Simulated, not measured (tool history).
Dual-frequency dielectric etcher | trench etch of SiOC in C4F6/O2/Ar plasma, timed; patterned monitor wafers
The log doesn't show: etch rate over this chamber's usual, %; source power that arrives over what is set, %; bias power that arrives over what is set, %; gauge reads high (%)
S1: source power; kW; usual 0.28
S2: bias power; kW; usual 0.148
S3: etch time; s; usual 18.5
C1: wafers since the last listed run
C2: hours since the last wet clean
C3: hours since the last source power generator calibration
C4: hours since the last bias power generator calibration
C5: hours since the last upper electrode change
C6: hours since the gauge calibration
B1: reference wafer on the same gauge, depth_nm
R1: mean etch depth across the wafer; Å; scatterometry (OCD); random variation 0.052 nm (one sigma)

run,hour,S1,S2,S3,C1,C2,C3,C4,C5,C6,B1,R1
1,0,0.28,0.148,22,0,32.5,2780.3,3234.4,2851.9,706.6,36.9,377.6
2,70.5,0.28,0.148,18.5,792,103,2850.8,3304.9,2922.4,777.1,36.9,318
3,124,0.28,0.123,18.5,601,156.5,2904.3,3358.4,2975.9,830.6,36.91,304.8
4,193.6,0.28,0.148,18.5,782,226.1,2973.9,3428,3045.5,900.2,36.91,319.9
5,240.4,0.28,0.148,18.5,526,272.9,3020.7,3474.8,3092.3,947,36.89,319.7
6,291.7,0.28,0.148,18.5,576,324.2,3072,3526.1,3143.6,998.3,36.91,321.2
7,320.9,0.28,0.148,15,328,353.4,3101.2,3555.3,3172.8,1027.5,36.89,261
8,358.4,0.28,0.148,15,421,390.9,3138.7,3592.8,3210.3,1065,36.91,260.7
# hour 403.8: wet clean of the chamber
9,407.7,0.28,0.148,15,284,3.9,3188,3642.1,3259.6,1114.3,36.9,256.4
10,463.4,0.28,0.148,18.5,626,59.6,3243.7,3697.8,3315.3,1170,36.9,316.4
11,512.4,0.28,0.148,18.5,550,108.6,3292.7,3746.8,3364.3,1219,36.91,317.5
12,582.3,0.28,0.148,18.5,785,178.5,3362.6,3816.7,3434.2,1288.9,36.91,318.1
13,635.5,0.28,0.148,18.5,598,231.7,3415.8,3869.9,3487.4,1342.1,36.91,319.3
14,662.5,0.28,0.148,18.5,303,258.7,3442.8,3896.9,3514.4,1369.1,36.9,319
15,709.7,0.28,0.148,15,530,305.9,3490,3944.1,3561.6,1416.3,36.9,259.4
# hour 770: upper electrode replaced
16,778.9,0.28,0.148,18.5,508,375.1,3559.2,4013.3,8.9,1485.5,36.93,320.4
17,823.5,0.22,0.171,23,501,419.7,3603.8,4057.9,53.5,1530.1,36.91,367.7
# hour 838: gauge calibrated
18,874.3,0.34,0.148,15,571,470.5,3654.6,4108.7,104.3,36.3,36.91,286.1
# hour 910: wet clean of the chamber
# hour 921.3: source power generator calibrated
19,925.9,0.23,0.137,16.5,265,15.9,4.6,4160.3,155.9,87.9,36.91,255.9
20,951.8,0.28,0.118,15.5,291,41.8,30.5,4186.2,181.8,113.8,36.9,255.1
21,997.2,0.28,0.148,18.5,510,87.2,75.9,4231.6,227.2,159.2,36.89,322.6
22,1029.6,0.25,0.162,18.5,364,119.6,108.3,4264,259.6,191.6,36.9,313.6
# hour 1041: bias power generator calibrated
23,1055.1,0.28,0.148,18.5,241,145.1,133.8,14.1,285.1,217.1,36.91,324.7
24,1094.1,0.31,0.164,22.5,438,184.1,172.8,53.1,324.1,256.1,36.89,425.4
25,1137.2,0.35,0.167,18.5,484,227.2,215.9,96.2,367.2,299.2,36.9,372.8
26,1193.1,0.32,0.136,20,628,283.1,271.8,152.1,423.1,355.1,36.89,367.5

Run 27 comes next. What will it give?
27,1240.3,0.23,0.134,21.5,530,330.3,319,199.3,470.3,402.3,?,?

{"run 27": {"B1": 36.92, "R1": 336.6}}
Without the tool's hidden state the same run would have given R1 331.4 Å.

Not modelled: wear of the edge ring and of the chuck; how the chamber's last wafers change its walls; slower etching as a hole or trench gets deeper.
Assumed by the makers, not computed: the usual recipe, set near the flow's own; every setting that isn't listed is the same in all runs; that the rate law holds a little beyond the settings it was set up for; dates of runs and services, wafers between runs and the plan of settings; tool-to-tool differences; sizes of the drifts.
